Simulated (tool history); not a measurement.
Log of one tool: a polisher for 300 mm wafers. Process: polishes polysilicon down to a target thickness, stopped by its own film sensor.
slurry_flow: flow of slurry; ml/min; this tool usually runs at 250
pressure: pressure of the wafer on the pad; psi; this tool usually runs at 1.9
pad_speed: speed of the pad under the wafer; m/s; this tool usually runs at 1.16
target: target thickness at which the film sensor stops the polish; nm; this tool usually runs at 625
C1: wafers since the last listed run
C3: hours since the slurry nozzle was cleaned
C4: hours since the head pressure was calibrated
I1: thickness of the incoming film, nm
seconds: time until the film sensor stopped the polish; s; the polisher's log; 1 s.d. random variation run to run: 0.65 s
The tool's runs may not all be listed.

run 1 hour=0.0 | slurry_flow=250 pressure=1.7 pad_speed=1.16 target=625 | C1=0 wafers_polished_on_this_pad=175 C3=68.8 C4=34.2 | I1=1143.1 | seconds=73.0
-- hour=50.8 worn pad replaced by a new one
run 2 hour=54.4 | slurry_flow=250 pressure=1.7 pad_speed=1.16 target=625 | C1=525 wafers_polished_on_this_pad=37 C3=123.2 C4=88.6 | I1=1106.4 | seconds=68.3
run 3 hour=88.3 | slurry_flow=250 pressure=1.9 pad_speed=1.16 target=625 | C1=353 wafers_polished_on_this_pad=391 C3=157.1 C4=122.5 | I1=1141.3 | seconds=67.5
-- hour=120.9 worn pad replaced by a new one
run 4 hour=121.4 | slurry_flow=250 pressure=1.9 pad_speed=1.16 target=625 | C1=303 wafers_polished_on_this_pad=4 C3=190.2 C4=155.6 | I1=1110.9 | seconds=63.6
run 5 hour=147.0 | slurry_flow=250 pressure=1.9 pad_speed=1.16 target=625 | C1=266 wafers_polished_on_this_pad=271 C3=215.8 C4=181.2 | I1=1147.3 | seconds=69.4
run 6 hour=173.8 | slurry_flow=250 pressure=1.9 pad_speed=1.16 target=625 | C1=279 wafers_polished_on_this_pad=550 C3=242.6 C4=208.0 | I1=1148.4 | seconds=69.4
-- hour=187.2 worn pad replaced by a new one
run 7 hour=199.0 | slurry_flow=250 pressure=1.9 pad_speed=1.16 target=625 | C1=220 wafers_polished_on_this_pad=122 C3=267.8 C4=233.2 | I1=1112.5 | seconds=65.3
-- hour=206.9 slurry nozzle cleaned
run 8 hour=213.1 | slurry_flow=200 pressure=2.2 pad_speed=1.16 target=625 | C1=136 wafers_polished_on_this_pad=259 C3=6.2 C4=247.3 | I1=1127.1 | seconds=59.9

Estimate the outcome of run 9 from the log above:
run 9 hour=227.9 | slurry_flow=280 pressure=1.4 pad_speed=1.54 target=732 | C1=154 wafers_polished_on_this_pad=413 C3=21.0 C4=262.1 | I1=1118.1 | seconds=?

{"run 9": {"seconds": 48.0}}
With no hidden state in the tool, this same run would have given seconds 48.0 s.

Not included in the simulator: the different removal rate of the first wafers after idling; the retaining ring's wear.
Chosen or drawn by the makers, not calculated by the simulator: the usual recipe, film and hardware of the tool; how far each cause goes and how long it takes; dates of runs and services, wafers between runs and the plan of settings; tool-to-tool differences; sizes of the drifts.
